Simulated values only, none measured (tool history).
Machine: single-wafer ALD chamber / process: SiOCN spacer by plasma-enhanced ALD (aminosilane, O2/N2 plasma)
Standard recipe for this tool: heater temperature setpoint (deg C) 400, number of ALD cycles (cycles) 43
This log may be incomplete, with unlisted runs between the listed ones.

run,hour,heater temperature setpoint (deg C),number of ALD cycles (cycles),"read-back reference wafer on the same gauge, thickness_nm",mean film thickness on the monitor wafer (Å)
1,0,400,43,2.789,23.71
2,26.9,400,43,2.79,23.72
3,49.2,400,43,2.79,23.73
4,67.7,400,50,2.79,27.56
5,98.8,400,50,2.789,27.66
6,115.8,400,41,2.79,22.78
7,145.1,400,43,2.789,23.81
8,161.8,395,40,2.789,22.1
9,193.6,395,40,2.79,22.11
10,207.7,395,40,2.792,22.16
11,243.4,395,40,2.789,22.2
# hour 263.8: thermocouple changed; heater temperature recalibrated
12,276.9,412,43,2.791,22.92
13,304.1,400,43,2.789,23.85
14,332.2,400,43,2.791,23.84
# hour 349.2: gauge calibrated
15,352.8,404,47,2.789,25.68
16,387.9,407,43,2.791,23.35
17,400.8,400,43,2.791,23.8
18,428,391,35,2.791,19.34
19,452.2,386,48,2.79,26.58
20,477,395,48,2.791,26.48
21,490.8,386,39,2.79,21.61

Each row is a separate what-if for the run after 21, all from the same tool condition, not one after another. Results?
A,491.3,400,51,?,?
B,491.3,392,36,?,?
C,491.3,393,35,?,?
D,491.3,413,38,?,?

run,"read-back reference wafer on the same gauge, thickness_nm",mean film thickness on the monitor wafer (Å)
A,2.79,28.2
B,2.79,19.9
C,2.79,19.35
D,2.79,20.25
Had the tool no hidden state, the same runs would have come out as:
run,mean film thickness on the monitor wafer (Å)
A,28.2
B,19.9
C,19.35
D,20.25
